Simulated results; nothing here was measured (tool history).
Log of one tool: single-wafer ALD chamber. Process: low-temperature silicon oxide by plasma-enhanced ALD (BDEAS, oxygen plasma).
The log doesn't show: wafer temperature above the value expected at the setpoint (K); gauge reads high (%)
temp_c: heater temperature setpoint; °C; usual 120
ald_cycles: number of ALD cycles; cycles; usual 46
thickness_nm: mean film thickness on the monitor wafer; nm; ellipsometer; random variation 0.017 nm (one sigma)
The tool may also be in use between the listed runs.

| run | hour | temp_c | ald_cycles | wafers since the last listed run | hours since the last thermocouple change | hours since the gauge calibration | read-back reference wafer on the same gauge, thickness_nm | thickness_nm |
|---|---|---|---|---|---|---|---|---|
| 1 | 0.0 | 125 | 43 | 0 | 2454.0 | 193.6 | 5.961 | 6.461 |
| 2 | 26.7 | 125 | 43 | 151 | 2480.7 | 220.3 | 5.961 | 6.458 |
| 3 | 46.4 | 120 | 52 | 111 | 2500.4 | 240.0 | 5.961 | 7.901 |
| 4 | 74.2 | 120 | 52 | 157 | 2528.2 | 267.8 | 5.960 | 7.874 |
|  | 89.9 | gauge calibrated |
| 5 | 98.7 | 120 | 52 | 138 | 2552.7 | 8.8 | 5.953 | 7.888 |
| 6 | 122.1 | 120 | 46 | 132 | 2576.1 | 32.2 | 5.961 | 6.954 |
| 7 | 154.3 | 120 | 46 | 182 | 2608.3 | 64.4 | 5.956 | 6.979 |
| 8 | 173.1 | 120 | 46 | 106 | 2627.1 | 83.2 | 5.965 | 6.974 |
| 9 | 195.4 | 120 | 46 | 126 | 2649.4 | 105.5 | 5.957 | 6.981 |
| 10 | 230.0 | 125 | 41 | 195 | 2684.0 | 140.1 | 5.964 | 6.164 |
| 11 | 257.3 | 107 | 52 | 154 | 2711.3 | 167.4 | 5.962 | 8.060 |
| 12 | 284.8 | 131 | 43 | 155 | 2738.8 | 194.9 | 5.957 | 6.407 |
| 13 | 311.8 | 120 | 40 | 152 | 2765.8 | 221.9 | 5.962 | 6.046 |
|  | 348.0 | thermocouple changed; heater temperature recalibrated |
| 14 | 348.5 | 120 | 46 | 162 | 0.5 | 258.6 | 5.960 | 6.978 |
| 15 | 367.6 | 111 | 42 | 108 | 19.6 | 277.7 | 5.963 | 6.457 |
|  | 375.9 | gauge calibrated |
| 16 | 382.2 | 105 | 50 | 82 | 34.2 | 6.3 | 5.953 | 7.758 |
| 17 | 472.2 | 106 | 40 | 509 | 124.2 | 96.3 | 5.961 | 6.210 |
| 18 | 506.9 | 120 | 46 | 196 | 158.9 | 131.0 | 5.960 | 6.966 |

Forecast each of these 5 alternatives for the next run:
| A | 507.4 | 120 | 46 | 2 | 159.4 | 131.5 | ? | ? |
| B | 507.4 | 111 | 51 | 2 | 159.4 | 131.5 | ? | ? |
| C | 507.4 | 127 | 46 | 2 | 159.4 | 131.5 | ? | ? |
| D | 507.4 | 127 | 52 | 2 | 159.4 | 131.5 | ? | ? |
| E | 507.4 | 127 | 37 | 2 | 159.4 | 131.5 | ? | ? |

| run | read-back reference wafer on the same gauge, thickness_nm | thickness_nm |
|---|---|---|
| A | 5.963 | 6.954 |
| B | 5.963 | 7.832 |
| C | 5.963 | 6.869 |
| D | 5.963 | 7.765 |
| E | 5.963 | 5.525 |
Without the tool's hidden state the same runs would have given:
| run | thickness_nm |
|---|---|
| A | 6.954 |
| B | 7.832 |
| C | 6.869 |
| D | 7.765 |
| E | 5.525 |

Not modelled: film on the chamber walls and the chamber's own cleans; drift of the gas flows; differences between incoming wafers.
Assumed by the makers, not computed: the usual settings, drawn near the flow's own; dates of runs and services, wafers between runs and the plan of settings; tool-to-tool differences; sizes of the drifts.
